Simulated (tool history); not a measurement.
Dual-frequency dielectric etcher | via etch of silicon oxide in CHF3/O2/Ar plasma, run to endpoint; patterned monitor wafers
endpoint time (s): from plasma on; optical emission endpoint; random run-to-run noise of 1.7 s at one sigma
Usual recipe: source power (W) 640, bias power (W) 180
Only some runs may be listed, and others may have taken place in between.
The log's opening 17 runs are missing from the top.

| run | hour | source power (W) | bias power (W) | wafers since the last listed run | hours since the last wet clean | hours since the last source power generator calibration | hours since the last bias power generator calibration | hours since the last upper electrode change | incoming incoming film thickness, nm | endpoint time (s) |
|---|---|---|---|---|---|---|---|---|---|---|
|  | 541.9 | wet clean of the chamber, repeated, since the last time left the tool worse |
| 18 | 542.4 | 640 | 180 | 86 | 0.5 | 301.7 | 262.6 | 78.4 | 397.5 | 195.1 |
| 19 | 612.7 | 640 | 204 | 218 | 70.8 | 372 | 332.9 | 148.7 | 407.7 | 191.1 |
| 20 | 637.4 | 800 | 165 | 76 | 95.5 | 396.7 | 357.6 | 173.4 | 402.7 | 184.7 |
| 21 | 665.2 | 640 | 180 | 86 | 123.3 | 424.5 | 385.4 | 201.2 | 400 | 197 |
| 22 | 692.6 | 540 | 145 | 85 | 150.7 | 451.9 | 412.8 | 228.6 | 404.3 | 226.4 |
| 23 | 712.7 | 640 | 180 | 62 | 170.8 | 472 | 432.9 | 248.7 | 407.5 | 202.8 |
| 24 | 728.9 | 640 | 201 | 50 | 187 | 488.2 | 449.1 | 264.9 | 404.8 | 192 |
| 25 | 749.6 | 730 | 180 | 64 | 207.7 | 508.9 | 469.8 | 285.6 | 401.8 | 184.5 |
| 26 | 785 | 640 | 180 | 110 | 243.1 | 544.3 | 505.2 | 321 | 401.3 | 195.5 |
| 27 | 816.4 | 720 | 143 | 97 | 274.5 | 575.7 | 536.6 | 352.4 | 400.9 | 205.3 |
| 28 | 845.3 | 750 | 147 | 89 | 303.4 | 604.6 | 565.5 | 381.3 | 401.7 | 198.9 |
| 29 | 877.1 | 770 | 142 | 98 | 335.2 | 636.4 | 597.3 | 413.1 | 403.2 | 200.8 |
| 30 | 905 | 720 | 207 | 86 | 363.1 | 664.3 | 625.2 | 441 | 401.9 | 181.7 |
|  | 948.9 | wet clean of the chamber |
| 31 | 949.4 | 480 | 143 | 63 | 0.5 | 708.7 | 669.6 | 485.4 | 406.3 | 244.6 |
| 32 | 965.4 | 490 | 162 | 49 | 16.5 | 724.7 | 685.6 | 501.4 | 399.1 | 227 |
| 33 | 989.5 | 640 | 218 | 75 | 40.6 | 748.8 | 709.7 | 525.5 | 405.8 | 188.1 |
| 34 | 1016.6 | 510 | 191 | 84 | 67.7 | 775.9 | 736.8 | 552.6 | 403.8 | 215.4 |
| 35 | 1038.8 | 580 | 210 | 69 | 89.9 | 798.1 | 759 | 574.8 | 405.7 | 196.6 |

Branching from run 35: 4 alternative next runs. What would each branch give?
| A | 1039.3 | 770 | 180 | 1 | 90.4 | 798.6 | 759.5 | 575.3 | 403.1 | ? |
| B | 1039.3 | 750 | 213 | 1 | 90.4 | 798.6 | 759.5 | 575.3 | 403.1 | ? |
| C | 1039.3 | 510 | 150 | 1 | 90.4 | 798.6 | 759.5 | 575.3 | 403.1 | ? |
| D | 1039.3 | 510 | 136 | 1 | 90.4 | 798.6 | 759.5 | 575.3 | 403.1 | ? |

| run | endpoint time (s) |
|---|---|
| A | 180.3 |
| B | 172.8 |
| C | 228.6 |
| D | 235.5 |
Without the tool's hidden state the same runs would have given:
| run | endpoint time (s) |
|---|---|
| A | 178.8 |
| B | 171.4 |
| C | 226.8 |
| D | 233.6 |
